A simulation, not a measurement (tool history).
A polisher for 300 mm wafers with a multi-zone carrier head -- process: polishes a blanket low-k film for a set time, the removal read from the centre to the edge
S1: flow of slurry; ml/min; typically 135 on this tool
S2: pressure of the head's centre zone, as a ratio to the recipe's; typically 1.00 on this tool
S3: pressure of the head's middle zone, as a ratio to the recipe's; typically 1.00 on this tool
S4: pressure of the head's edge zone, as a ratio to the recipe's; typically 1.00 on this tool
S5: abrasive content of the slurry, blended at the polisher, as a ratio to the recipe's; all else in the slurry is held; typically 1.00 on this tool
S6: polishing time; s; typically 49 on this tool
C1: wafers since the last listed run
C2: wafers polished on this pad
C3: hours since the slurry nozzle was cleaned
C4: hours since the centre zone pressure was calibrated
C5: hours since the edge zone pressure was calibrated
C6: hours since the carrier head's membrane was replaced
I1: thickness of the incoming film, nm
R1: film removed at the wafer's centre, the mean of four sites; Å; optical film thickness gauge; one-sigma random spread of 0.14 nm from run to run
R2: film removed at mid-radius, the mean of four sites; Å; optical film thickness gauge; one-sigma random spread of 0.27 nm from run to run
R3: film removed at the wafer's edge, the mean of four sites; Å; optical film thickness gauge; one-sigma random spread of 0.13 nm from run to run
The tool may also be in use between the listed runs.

run    hour   S1    S2    S3    S4    S5  S6    C1    C2     C3     C4      C5      C6     I1   R1   R2   R3
  1     0.0  135  1.00  1.00  1.00  1.00  49     0   170   25.4   89.2   560.6   979.6  731.2  194  195  199
  2   102.8  135  1.00  1.00  1.00  1.00  49  1016  1186  128.2  192.0   663.4  1082.4  738.7  181  182  185
  3   249.0  135  1.00  1.00  1.00  1.00  49  1445  2631  274.4  338.2   809.6  1228.6  728.7  173  181  182
      265.0  -- worn pad replaced by a new one
      265.4  -- centre zone pressure recalibrated
  4   278.7  135  1.00  1.00  1.00  1.00  49   249   131  304.1   13.3   839.3  1258.3  736.0  182  190  194
  5   343.5  135  1.00  1.00  1.00  1.00  49   640   771  368.9   78.1   904.1  1323.1  726.2  177  185  187
      352.7  -- slurry nozzle cleaned
  6   395.5  135  1.00  1.00  1.00  1.00  49   504  1275   42.8  130.1   956.1  1375.1  744.4  185  188  190
  7   421.4  135  1.00  1.00  1.00  1.00  49   256  1531   68.7  156.0   982.0  1401.0  729.0  183  185  186
  8   484.3  135  1.00  1.00  1.00  1.25  49   621  2153  131.6  218.9  1044.9  1463.9  740.1  189  192  195
  9   509.6  135  1.00  1.00  1.00  1.15  49   250  2403  156.9  244.2  1070.2  1489.2  735.5  184  185  192
      524.3  -- worn pad replaced by a new one
 10   568.9  135  1.00  1.00  1.00  1.00  49   546   441  216.2  303.5  1129.5  1548.5  716.1  183  189  191
 11   630.7  135  1.00  1.00  1.00  0.90  39   610  1051  278.0  365.3  1191.3  1610.3  728.8  137  139  145
 12   668.7  135  1.00  1.00  1.00  1.00  33   375  1427  316.0  403.3  1229.3  1648.3  737.7  118  121  124
      711.8  -- centre zone pressure recalibrated
 13   712.3  135  1.00  1.00  1.00  1.00  49   411  1838  359.6    0.5  1272.9  1691.9  742.4  174  177  182
 14   764.4  135  1.00  1.00  1.00  1.00  34   515  2353  411.7   52.6  1325.0  1744.0  737.4  119  123  127
      784.8  -- worn pad replaced by a new one
      786.0  -- slurry nozzle cleaned
      787.9  -- edge zone pressure recalibrated
      789.8  -- carrier head's membrane replaced by a new one
 15   809.3  135  1.00  1.00  0.95  1.10  49   356   194   23.3   97.5    21.4    19.5  728.8  193  197  194
 16   860.0  135  1.07  1.00  1.00  1.15  49   501   695   74.0  148.2    72.1    70.2  731.3  197  192  197
 17   886.1  135  1.00  1.00  1.00  1.00  49   258   953  100.1  174.3    98.2    96.3  727.9  181  185  188
 18   944.1  135  1.00  1.00  1.00  1.00  34   573  1527  158.1  232.3   156.2   154.3  718.9  123  124  128
     1031.2  -- worn pad replaced by a new one
 19  1032.8  135  1.00  1.00  1.00  1.00  49   837    16  246.8  321.0   244.9   243.0  728.7  186  185  192
     1090.2  -- centre zone pressure recalibrated
 20  1090.7  135  1.00  1.00  1.00  0.75  49   552   568  304.7    0.5   302.8   300.9  721.6  167  169  177
     1214.4  -- slurry nozzle cleaned
 21  1222.5  135  1.00  1.00  1.00  1.00  59  1293  1862    8.1  132.3   434.6   432.7  741.0  225  226  227

4 options for the next run, each taken on its own from the tool as it stands now. Forecast them:
  A  1222.9  135  1.00  0.92  1.00  1.00  49   3  1865  8.5  132.7  435.0  433.1  733.7   ?   ?   ?
  B  1222.9  135  0.94  1.00  0.90  1.15  38   3  1865  8.5  132.7  435.0  433.1  733.7   ?   ?   ?
  C  1222.9  100  1.08  1.00  0.91  1.00  34   3  1865  8.5  132.7  435.0  433.1  733.7   ?   ?   ?
  D  1222.9  165  1.00  1.00  1.00  1.00  49   3  1865  8.5  132.7  435.0  433.1  733.7   ?   ?   ?

run   R1   R2   R3
  A  185  174  190
  B  141  150  145
  C  130  125  123
  D  190  192  194
With no hidden state in the tool, these same runs would have given:
run   R1   R2   R3
  A  198  187  204
  B  151  160  155
  C  140  134  131
  D  204  205  207

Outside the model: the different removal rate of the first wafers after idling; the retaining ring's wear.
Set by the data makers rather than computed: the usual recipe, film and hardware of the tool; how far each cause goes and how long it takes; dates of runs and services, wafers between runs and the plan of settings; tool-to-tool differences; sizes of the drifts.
